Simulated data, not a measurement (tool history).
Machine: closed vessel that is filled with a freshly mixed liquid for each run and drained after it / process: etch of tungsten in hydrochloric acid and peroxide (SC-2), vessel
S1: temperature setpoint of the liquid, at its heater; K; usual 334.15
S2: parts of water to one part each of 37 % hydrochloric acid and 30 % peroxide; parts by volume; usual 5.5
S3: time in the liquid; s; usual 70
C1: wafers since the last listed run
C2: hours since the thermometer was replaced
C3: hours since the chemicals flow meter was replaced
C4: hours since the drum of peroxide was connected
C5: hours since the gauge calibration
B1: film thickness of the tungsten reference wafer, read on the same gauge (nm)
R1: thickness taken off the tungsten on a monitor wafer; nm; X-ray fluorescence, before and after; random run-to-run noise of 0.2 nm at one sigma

run	hour	S1	S2	S3	C1	C2	C3	C4	C5	B1	R1
1	0	334.15	5.5	60	0	83.5	802.2	125.7	68.6	120.01	43.13
2	8.8	334.15	5.5	70	797	92.3	811	134.5	77.4	120.03	50.47
3	15.8	334.15	5.5	70	633	99.3	818	141.5	84.4	119.98	50.71
4	26.4	334.15	4	70	960	109.9	828.6	152.1	95	120.02	63.34
5	37.3	334.15	5.5	45	987	120.8	839.5	163	105.9	119.99	32.5
6	43.8	334.15	6.5	70	588	127.3	846	169.5	112.4	120.01	45.01
7	61.8	330.15	7.5	30	1630	145.3	864	187.5	130.4	120	13.48
8	69	338.65	5.5	70	652	152.5	871.2	194.7	137.6	119.99	67.69
9	75.6	330.15	5.5	40	597	159.1	877.8	201.3	144.2	120.02	22.73
10	92.7	342.65	8.5	60	1548	176.2	894.9	218.4	161.3	119.97	52.86
11	110.3	337.15	5.5	105	1594	193.8	912.5	236	178.9	120.01	92.77
12	117.3	334.15	6.5	60	633	200.8	919.5	243	185.9	120	38.98
13	134.3	334.15	5.5	90	1539	217.8	936.5	260	202.9	119.98	66.51
14	140.6	334.15	5.5	30	570	224.1	942.8	266.3	209.2	119.93	22.19
15	148.1	334.15	5.5	70	679	231.6	950.3	273.8	216.7	120.01	51.6
16	162.5	343.65	7	100	1304	246	964.7	288.2	231.1	120.02	108.79
# hour 164: chemicals flow meter replaced
17	170.6	342.15	5.5	70	643	254.1	6.6	296.3	239.2	120.03	78.9
18	182.3	343.15	4	80	1059	265.8	18.3	308	250.9	119.95	119.1
19	192	339.15	5.5	70	878	275.5	28	317.7	260.6	119.96	65.81
20	210	334.15	8	70	1630	293.5	46	335.7	278.6	119.97	36.57
21	224.9	339.65	4	85	1349	308.4	60.9	350.6	293.5	120.02	103.64
22	231.9	334.15	5.5	70	633	315.4	67.9	357.6	300.5	119.97	48.61
23	241.3	328.65	4	40	851	324.8	77.3	367	309.9	119.99	24.51
24	249.2	334.15	4.5	55	715	332.7	85.2	374.9	317.8	119.98	44.19
25	255.6	339.15	4	95	579	339.1	91.6	381.3	324.2	119.97	113.29
26	271.6	342.15	5.5	70	1449	355.1	107.6	397.3	340.2	119.98	79.44
27	278.2	334.15	5.5	70	597	361.7	114.2	403.9	346.8	120	49.26
28	289.9	334.15	5.5	70	1059	373.4	125.9	415.6	358.5	120.01	49.03
29	306.5	342.15	4.5	85	1503	390	142.5	432.2	375.1	119.98	111.88

What was the tool's hidden state at every run in the log?
peroxide weaker than its label (%): 0 at every run
gauge reads high (%): 0 at every run
H1: liquid hotter than its thermometer reads (K)
H2: chemicals flow above the setpoint (%)
run	H1	H2
1	0.149	9.09
2	0.16	9.18
3	0.168	9.24
4	0.181	9.34
5	0.194	9.45
6	0.202	9.51
7	0.223	9.68
8	0.232	9.75
9	0.24	9.81
10	0.261	9.97
11	0.282	10.1
12	0.29	10.2
13	0.31	10.4
14	0.318	10.4
15	0.327	10.5
16	0.344	10.6
17	0.354	1.11
18	0.368	1.22
19	0.38	1.32
20	0.401	1.49
21	0.419	1.63
22	0.427	1.69
23	0.439	1.78
24	0.448	1.86
25	0.456	1.92
26	0.475	2.07
27	0.483	2.13
28	0.497	2.24
29	0.517	2.4
